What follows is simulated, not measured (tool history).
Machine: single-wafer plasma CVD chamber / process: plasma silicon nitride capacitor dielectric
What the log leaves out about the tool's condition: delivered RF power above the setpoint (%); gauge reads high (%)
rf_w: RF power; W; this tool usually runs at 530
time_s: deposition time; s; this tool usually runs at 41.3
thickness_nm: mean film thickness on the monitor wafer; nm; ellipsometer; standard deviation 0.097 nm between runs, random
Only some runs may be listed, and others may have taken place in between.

run   hour  rf_w  time_s  wafers since the last listed run  hours since the last RF generator calibration  hours since the showerhead was replaced  hours since the gauge calibration  read-back reference wafer on the same gauge, thickness_nm  thickness_nm
  1    0.0   595    41.3                                 0                                         2622.6                                   7179.7                               43.3                                                     65.735        66.334
  2   11.1   595    41.3                               239                                         2633.7                                   7190.8                               54.4                                                     65.780        66.542
  3   21.4   485    41.3                               222                                         2644.0                                   7201.1                               64.7                                                     65.830        63.789
  4   28.9   485    41.3                               161                                         2651.5                                   7208.6                               72.2                                                     65.799        63.630
  5   78.7   485    41.3                              1075                                         2701.3                                   7258.4                              122.0                                                     65.866        63.474
      94.0  -- showerhead replaced
  6   94.5   530    41.3                               168                                         2717.1                                      0.5                              137.8                                                     65.849        64.926
  7   97.1   530    41.3                                56                                         2719.7                                      3.1                              140.4                                                     65.858        64.870
      98.3  -- gauge calibrated
  8  113.5   530    37.5                               354                                         2736.1                                     19.5                               15.2                                                     65.496        58.690
     126.8  -- RF generator calibrated
  9  128.1   530    41.3                               142                                            1.3                                     34.1                               29.8                                                     65.593        64.490
 10  139.7   530    46.4                               250                                           12.9                                     45.7                               41.4                                                     65.648        72.756
 11  156.0   560    38.1                               351                                           29.2                                     62.0                               57.7                                                     65.684        60.477
 12  172.3   600    41.3                               351                                           45.5                                     78.3                               74.0                                                     65.757        66.581
 13  184.8   530    48.9                               269                                           58.0                                     90.8                               86.5                                                     65.762        76.692
 14  192.1   425    41.3                               157                                           65.3                                     98.1                               93.8                                                     65.746        61.821
 15  210.1   485    41.3                               388                                           83.3                                    116.1                              111.8                                                     65.774        63.612

What would each run have given without the hidden state, its run-to-run variation left as it was?
run  thickness_nm
  1        66.013
  2        66.185
  3        63.423
  4        63.249
  5        63.037
  6        64.469
  7        64.412
  8        58.583
  9        64.297
 10        72.486
 11        60.207
 12        66.247
 13        76.284
 14        61.483
 15        63.246

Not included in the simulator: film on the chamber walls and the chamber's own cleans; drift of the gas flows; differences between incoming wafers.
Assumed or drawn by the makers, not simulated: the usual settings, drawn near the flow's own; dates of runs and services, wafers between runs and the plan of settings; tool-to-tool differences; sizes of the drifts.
